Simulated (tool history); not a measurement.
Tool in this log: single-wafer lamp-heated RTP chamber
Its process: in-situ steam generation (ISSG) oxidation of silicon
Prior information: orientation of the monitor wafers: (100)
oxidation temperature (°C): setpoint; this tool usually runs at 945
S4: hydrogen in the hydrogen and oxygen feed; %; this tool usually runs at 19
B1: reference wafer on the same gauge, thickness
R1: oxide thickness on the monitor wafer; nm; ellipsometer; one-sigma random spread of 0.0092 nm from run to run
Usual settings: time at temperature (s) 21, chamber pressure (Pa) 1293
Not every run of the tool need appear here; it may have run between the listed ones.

run 1 day=0.000 | oxidation_temperature_(°C)=945 time_at_temperature_(s)=21 chamber_pressure_(Pa)=1293 S4=19 | B1=3.647 | R1=4.439
run 2 day=1.388 | oxidation_temperature_(°C)=945 time_at_temperature_(s)=21 chamber_pressure_(Pa)=1293 S4=19 | B1=3.651 | R1=4.433
run 3 day=2.192 | oxidation_temperature_(°C)=945 time_at_temperature_(s)=21 chamber_pressure_(Pa)=1293 S4=19 | B1=3.647 | R1=4.464
run 4 day=2.908 | oxidation_temperature_(°C)=945 time_at_temperature_(s)=21 chamber_pressure_(Pa)=1293 S4=19 | B1=3.653 | R1=4.456
run 5 day=4.162 | oxidation_temperature_(°C)=945 time_at_temperature_(s)=21 chamber_pressure_(Pa)=1293 S4=19 | B1=3.649 | R1=4.472
-- day=4.367 gauge calibrated
run 6 day=5.167 | oxidation_temperature_(°C)=945 time_at_temperature_(s)=21 chamber_pressure_(Pa)=1293 S4=19 | B1=3.649 | R1=4.493
run 7 day=6.425 | oxidation_temperature_(°C)=945 time_at_temperature_(s)=16 chamber_pressure_(Pa)=1293 S4=19 | B1=3.651 | R1=4.016
-- day=7.317 pyrometer window cleaned and pyrometer calibrated
run 8 day=7.721 | oxidation_temperature_(°C)=945 time_at_temperature_(s)=21 chamber_pressure_(Pa)=1293 S4=19 | B1=3.652 | R1=4.365
-- day=9.617 hydrogen flow controller replaced
run 9 day=12.217 | oxidation_temperature_(°C)=945 time_at_temperature_(s)=21 chamber_pressure_(Pa)=1293 S4=19 | B1=3.652 | R1=4.436
run 10 day=13.317 | oxidation_temperature_(°C)=945 time_at_temperature_(s)=21 chamber_pressure_(Pa)=1147 S4=19 | B1=3.652 | R1=4.510
run 11 day=14.679 | oxidation_temperature_(°C)=945 time_at_temperature_(s)=21 chamber_pressure_(Pa)=1360 S4=19 | B1=3.648 | R1=4.441
run 12 day=15.317 | oxidation_temperature_(°C)=945 time_at_temperature_(s)=21 chamber_pressure_(Pa)=1293 S4=19 | B1=3.650 | R1=4.464
run 13 day=16.008 | oxidation_temperature_(°C)=945 time_at_temperature_(s)=21 chamber_pressure_(Pa)=1187 S4=15 | B1=3.651 | R1=4.293
-- day=16.996 pyrometer window cleaned and pyrometer calibrated
run 14 day=17.017 | oxidation_temperature_(°C)=939 time_at_temperature_(s)=24 chamber_pressure_(Pa)=1147 S4=19 | B1=3.651 | R1=4.610
run 15 day=17.433 | oxidation_temperature_(°C)=945 time_at_temperature_(s)=21 chamber_pressure_(Pa)=1293 S4=19 | B1=3.651 | R1=4.385
-- day=18.133 pressure gauge zeroed
-- day=18.617 gauge calibrated
run 16 day=18.638 | oxidation_temperature_(°C)=945 time_at_temperature_(s)=21 chamber_pressure_(Pa)=1293 S4=19 | B1=3.647 | R1=4.400

The next listed run, before its measurement:
run 17 day=19.546 | oxidation_temperature_(°C)=937 time_at_temperature_(s)=28 chamber_pressure_(Pa)=1213 S4=26 | B1=? | R1=?

{"run 17": {"B1": 3.649, "R1": 5.259}}
Take away the tool's hidden state, keep the run-to-run variation as it was, and the same run would have given R1 5.160 nm.
